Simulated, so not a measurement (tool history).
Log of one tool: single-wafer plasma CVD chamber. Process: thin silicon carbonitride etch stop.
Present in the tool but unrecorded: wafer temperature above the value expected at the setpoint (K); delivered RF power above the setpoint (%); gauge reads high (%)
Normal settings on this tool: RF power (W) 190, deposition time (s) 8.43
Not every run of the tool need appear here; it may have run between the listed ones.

run,hour,RF power (W),deposition time (s),wafers since the last listed run,hours since the last thermocouple change,hours since the last RF generator calibration,hours since the showerhead was replaced,hours since the gauge calibration,"read-back reference wafer on the same gauge, thickness_nm",mean film thickness on the monitor wafer (Å)
1,0.0,175,8.43,0,1584.5,860.2,5192.9,121.7,5.469,50.80
2,15.8,190,8.85,334,1600.3,876.0,5208.7,137.5,5.473,54.52
3,31.5,190,8.85,332,1616.0,891.7,5224.4,153.2,5.470,54.71
# hour 36.5: gauge calibrated
4,46.8,190,8.85,323,1631.3,907.0,5239.7,10.3,5.469,54.72
5,64.8,190,8.43,380,1649.3,925.0,5257.7,28.3,5.470,51.96
6,80.0,190,8.43,321,1664.5,940.2,5272.9,43.5,5.471,51.92
7,91.4,190,8.43,241,1675.9,951.6,5284.3,54.9,5.471,51.95
8,101.4,190,8.43,211,1685.9,961.6,5294.3,64.9,5.469,52.03
# hour 117.0: thermocouple changed; heater temperature recalibrated
9,117.5,190,8.43,171,0.5,977.7,5310.4,81.0,5.468,51.87
10,125.0,190,8.43,158,8.0,985.2,5317.9,88.5,5.468,51.87
11,134.6,215,8.00,203,17.6,994.8,5327.5,98.1,5.467,51.18
12,148.0,215,7.34,283,31.0,1008.2,5340.9,111.5,5.469,46.94
13,156.3,190,8.43,175,39.3,1016.5,5349.2,119.8,5.471,51.82
14,165.1,205,8.43,186,48.1,1025.3,5358.0,128.6,5.467,53.06
# hour 179.3: gauge calibrated
# hour 188.4: showerhead replaced
# hour 192.4: RF generator calibrated
15,192.9,200,9.32,334,75.9,0.5,4.5,13.6,5.470,59.27
16,193.2,215,9.26,6,76.2,0.8,4.8,13.9,5.471,60.27
17,208.4,190,7.61,321,91.4,16.0,20.0,29.1,5.470,47.64
18,216.7,180,6.77,175,99.7,24.3,28.3,37.4,5.471,41.58
19,231.6,190,9.62,315,114.6,39.2,43.2,52.3,5.472,60.25
20,248.4,190,8.43,355,131.4,56.0,60.0,69.1,5.470,52.90
21,261.7,190,6.93,281,144.7,69.3,73.3,82.4,5.470,43.38

Predict each of these 3 candidate next runs independently; none follows another, all start after run 21:
A,262.1,170,8.43,8,145.1,69.7,73.7,82.8,?,?
B,262.1,210,8.99,8,145.1,69.7,73.7,82.8,?,?
C,262.1,210,9.77,8,145.1,69.7,73.7,82.8,?,?

run,"read-back reference wafer on the same gauge, thickness_nm",mean film thickness on the monitor wafer (Å)
A,5.469,50.91
B,5.469,58.03
C,5.469,63.06
With the hidden condition removed and each run's random variation left untouched, the same runs would have given:
run,mean film thickness on the monitor wafer (Å)
A,51.15
B,58.29
C,63.35
